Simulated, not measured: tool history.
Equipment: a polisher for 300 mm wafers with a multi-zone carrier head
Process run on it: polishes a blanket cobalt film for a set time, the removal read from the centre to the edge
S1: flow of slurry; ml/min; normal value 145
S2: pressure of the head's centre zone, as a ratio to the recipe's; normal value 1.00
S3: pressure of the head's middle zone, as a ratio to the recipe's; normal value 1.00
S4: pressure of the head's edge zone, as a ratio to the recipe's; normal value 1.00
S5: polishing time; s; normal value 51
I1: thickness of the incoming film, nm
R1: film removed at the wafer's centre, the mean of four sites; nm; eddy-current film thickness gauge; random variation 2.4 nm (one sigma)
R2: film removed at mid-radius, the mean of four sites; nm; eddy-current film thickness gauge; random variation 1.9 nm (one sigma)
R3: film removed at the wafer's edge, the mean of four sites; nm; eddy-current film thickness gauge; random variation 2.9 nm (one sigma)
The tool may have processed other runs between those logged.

run	hour	S1	S2	S3	S4	S5	I1	R1	R2	R3
1	0.0	145	1.00	1.00	0.92	51	1115.2	225.2	232.2	222.7
2	19.5	160	0.89	1.00	1.06	45	1086.1	174.5	208.7	215.1
# hour 29.4: worn pad replaced by a new one
3	39.8	190	1.00	0.90	1.00	51	1107.9	233.0	224.1	241.0
4	74.6	145	1.00	1.12	1.07	36	1106.0	152.6	173.3	163.2
5	106.1	175	1.00	0.92	1.00	51	1117.7	223.0	215.3	228.5
6	134.4	175	1.00	1.06	1.00	61	1095.0	260.4	289.2	269.4
7	168.7	145	1.00	1.00	1.00	51	1094.0	197.8	206.5	212.4
# hour 176.5: slurry nozzle cleaned
8	197.7	125	1.00	1.00	1.08	51	1113.8	216.6	227.0	239.1
# hour 217.2: edge zone pressure recalibrated
9	217.7	170	1.00	1.05	0.91	51	1120.7	231.5	249.6	227.4
10	232.9	145	1.00	1.00	1.00	41	1113.8	178.6	185.0	184.2
11	257.6	145	1.00	1.00	1.00	51	1126.5	217.5	228.3	229.9
# hour 264.0: worn pad replaced by a new one
12	288.9	145	1.00	1.00	1.00	68	1102.7	282.1	296.8	304.9
13	303.0	175	1.00	0.94	1.07	63	1099.0	279.1	274.5	297.4
14	336.8	145	1.00	0.93	1.00	51	1106.6	212.3	206.8	221.1
15	364.6	145	1.00	1.00	1.00	57	1130.3	230.1	240.7	244.8
16	382.2	110	1.07	1.00	1.07	51	1103.3	190.0	193.3	209.2
17	411.4	145	1.09	1.00	1.00	51	1113.8	211.2	206.5	214.2
18	425.2	145	1.00	1.00	1.00	51	1108.7	192.3	206.9	211.3
# hour 426.4: slurry nozzle cleaned
19	456.7	145	1.00	1.00	1.00	51	1112.1	221.8	230.2	228.6
20	490.5	145	1.00	1.00	1.00	51	1096.4	215.1	226.3	225.3
21	505.0	145	1.00	1.00	1.00	51	1115.6	217.0	224.5	223.0

5 options for the next run, each taken on its own from the tool as it stands now. Forecast them:
A	505.4	145	1.00	1.00	1.00	51	1098.8	?	?	?
B	505.4	145	1.05	1.06	1.00	51	1098.8	?	?	?
C	505.4	190	1.00	1.00	1.00	51	1098.8	?	?	?
D	505.4	145	1.00	0.95	1.00	51	1098.8	?	?	?
E	505.4	130	1.04	1.00	0.96	45	1098.8	?	?	?

run	R1	R2	R3
A	213.3	224.8	227.2
B	224.2	236.2	227.0
C	229.4	239.6	237.6
D	213.2	215.4	227.3
E	188.7	192.2	192.4
Stripped of hidden state, with their random variation kept, the same runs would have yielded:
run	R1	R2	R3
A	227.5	237.9	236.3
B	239.1	249.9	236.2
C	240.7	250.1	245.0
D	227.4	227.9	236.5
E	203.0	204.7	200.9

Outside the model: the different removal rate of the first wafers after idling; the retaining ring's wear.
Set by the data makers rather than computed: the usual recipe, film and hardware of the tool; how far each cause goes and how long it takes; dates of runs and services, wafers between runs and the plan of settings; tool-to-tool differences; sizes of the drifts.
